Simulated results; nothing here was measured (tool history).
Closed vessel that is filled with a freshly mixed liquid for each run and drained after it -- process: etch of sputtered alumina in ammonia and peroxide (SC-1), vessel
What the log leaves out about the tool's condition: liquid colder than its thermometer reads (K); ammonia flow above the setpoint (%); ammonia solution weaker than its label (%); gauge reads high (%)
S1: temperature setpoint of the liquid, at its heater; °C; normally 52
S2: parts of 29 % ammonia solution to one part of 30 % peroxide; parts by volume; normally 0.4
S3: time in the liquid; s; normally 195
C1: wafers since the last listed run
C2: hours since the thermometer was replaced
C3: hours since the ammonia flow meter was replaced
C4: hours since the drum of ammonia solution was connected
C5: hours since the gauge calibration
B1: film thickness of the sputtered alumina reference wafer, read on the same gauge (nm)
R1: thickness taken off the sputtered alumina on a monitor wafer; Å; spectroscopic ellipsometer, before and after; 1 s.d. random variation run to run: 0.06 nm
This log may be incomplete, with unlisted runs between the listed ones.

Run 1, hour 0: usual settings but S3 265 s; C1 0; C2 2231; C3 36.2; C4 57.6; C5 531.8; B1 150. Result: R1 115.7 Å.
Run 2, hour 16.4: usual settings but S3 265 s; C1 1346; C2 2247.4; C3 52.6; C4 74; C5 548.2; B1 150.02. Result: R1 115.4 Å.
Run 3, hour 31.7: usual settings; C1 1256; C2 2262.7; C3 67.9; C4 89.3; C5 563.5; B1 150.02. Result: R1 86 Å.
Run 4, hour 43.4: usual settings; C1 960; C2 2274.4; C3 79.6; C4 101; C5 575.2; B1 149.97. Result: R1 85 Å.
At hour 48.5: thermometer replaced.
Run 5, hour 51.8: usual settings; C1 607; C2 3.3; C3 88; C4 109.4; C5 583.6; B1 150. Result: R1 96.7 Å.
Run 6, hour 70.1: usual settings but S1 59 °C, S2 0.2 parts by volume, S3 280 s; C1 1502; C2 21.6; C3 106.3; C4 127.7; C5 601.9; B1 150. Result: R1 190.9 Å.
Run 7, hour 78.6: usual settings but S2 0.5 parts by volume; C1 697; C2 30.1; C3 114.8; C4 136.2; C5 610.4; B1 149.99. Result: R1 99.8 Å.
Run 8, hour 89.1: usual settings but S2 0.45 parts by volume; C1 862; C2 40.6; C3 125.3; C4 146.7; C5 620.9; B1 150.01. Result: R1 98.7 Å.
Run 9, hour 99.3: usual settings; C1 837; C2 50.8; C3 135.5; C4 156.9; C5 631.1; B1 149.99. Result: R1 96.2 Å.
Run 10, hour 106.8: usual settings but S1 61 °C, S2 0.3 parts by volume, S3 125 s; C1 615; C2 58.3; C3 143; C4 164.4; C5 638.6; B1 149.98. Result: R1 97.2 Å.
Run 11, hour 119: usual settings; C1 1001; C2 70.5; C3 155.2; C4 176.6; C5 650.8; B1 150.01. Result: R1 96.9 Å.
Run 12, hour 127: usual settings but S3 90 s; C1 656; C2 78.5; C3 163.2; C4 184.6; C5 658.8; B1 150. Result: R1 44.7 Å.
Run 13, hour 136.5: usual settings but S1 48 °C, S2 0.55 parts by volume; C1 780; C2 88; C3 172.7; C4 194.1; C5 668.3; B1 150.01. Result: R1 80.7 Å.
Run 14, hour 147.2: usual settings but S3 225 s; C1 878; C2 98.7; C3 183.4; C4 204.8; C5 679; B1 149.99. Result: R1 111.2 Å.
Run 15, hour 155.5: usual settings but S1 57 °C, S2 0.25 parts by volume, S3 260 s; C1 681; C2 107; C3 191.7; C4 213.1; C5 687.3; B1 150. Result: R1 162.2 Å.
Run 16, hour 165.9: usual settings but S3 120 s; C1 853; C2 117.4; C3 202.1; C4 223.5; C5 697.7; B1 150.02. Result: R1 59.3 Å.
Run 17, hour 178.9: usual settings but S1 46.5 °C, S2 0.25 parts by volume, S3 85 s; C1 1067; C2 130.4; C3 215.1; C4 236.5; C5 710.7; B1 149.99. Result: R1 29.6 Å.
Run 18, hour 189.7: usual settings but S1 60.5 °C; C1 886; C2 141.2; C3 225.9; C4 247.3; C5 721.5; B1 150.02. Result: R1 152.6 Å.
Run 19, hour 196.1: usual settings; C1 525; C2 147.6; C3 232.3; C4 253.7; C5 727.9; B1 150.02. Result: R1 96.4 Å.
Run 20, hour 208.9: usual settings but S1 48 °C, S2 0.25 parts by volume, S3 290 s; C1 1050; C2 160.4; C3 245.1; C4 266.5; C5 740.7; B1 150. Result: R1 110.3 Å.
Run 21, hour 216.5: usual settings; C1 624; C2 168; C3 252.7; C4 274.1; C5 748.3; B1 149.97. Result: R1 96.3 Å.
Run 22, hour 225.6: usual settings but S1 45.5 °C, S2 0.5 parts by volume, S3 160 s; C1 747; C2 177.1; C3 261.8; C4 283.2; C5 757.4; B1 150.02. Result: R1 56.7 Å.
At hour 252.4: gauge calibrated.
Run 23, hour 272: usual settings but S1 49 °C, S2 0.25 parts by volume, S3 105 s; C1 3809; C2 223.5; C3 308.2; C4 329.6; C5 19.6; B1 150. Result: R1 42.1 Å.
Run 24, hour 286.9: usual settings; C1 1223; C2 238.4; C3 323.1; C4 344.5; C5 34.5; B1 150. Result: R1 95.2 Å.
Run 25, hour 303.6: usual settings but S1 46.5 °C, S2 0.55 parts by volume, S3 225 s; C1 1371; C2 255.1; C3 339.8; C4 361.2; C5 51.2; B1 150.01. Result: R1 84.7 Å.
Run 26, hour 354.8: usual settings but S1 57.5 °C, S3 245 s; C1 4203; C2 306.3; C3 391; C4 412.4; C5 102.4; B1 150.01. Result: R1 160.4 Å.
Run 27, hour 363: usual settings but S2 0.35 parts by volume; C1 673; C2 314.5; C3 399.2; C4 420.6; C5 110.6; B1 150. Result: R1 95.7 Å.
Run 28, hour 375.2: usual settings but S1 48 °C, S2 0.2 parts by volume, S3 295 s; C1 1001; C2 326.7; C3 411.4; C4 432.8; C5 122.8; B1 149.99. Result: R1 110.2 Å.
Run 29, hour 383.2: usual settings but S1 47.5 °C, S2 0.45 parts by volume, S3 130 s; C1 656; C2 334.7; C3 419.4; C4 440.8; C5 130.8; B1 150. Result: R1 50 Å.
Run 30, hour 400.6: usual settings but S1 57 °C, S2 0.25 parts by volume; C1 1428; C2 352.1; C3 436.8; C4 458.2; C5 148.2; B1 150. Result: R1 119.1 Å.

How the hidden state differs across the entries between the runs, from the last listed run before each to the first after it:
Runs 4 to 5: thermometer replaced (hour 48.5)
  liquid colder than its thermometer reads (K): 2.7 -> 0.247
  what was measured, less what the result would be without the hidden state, R1: -13.6 -> -1.3 Å
Runs 22 to 23: gauge calibrated (hour 252.4)
  liquid colder than its thermometer reads (K): 0.423 -> 0.47
  what was measured, less what the result would be without the hidden state, R1: -1.3 -> -1.1 Å
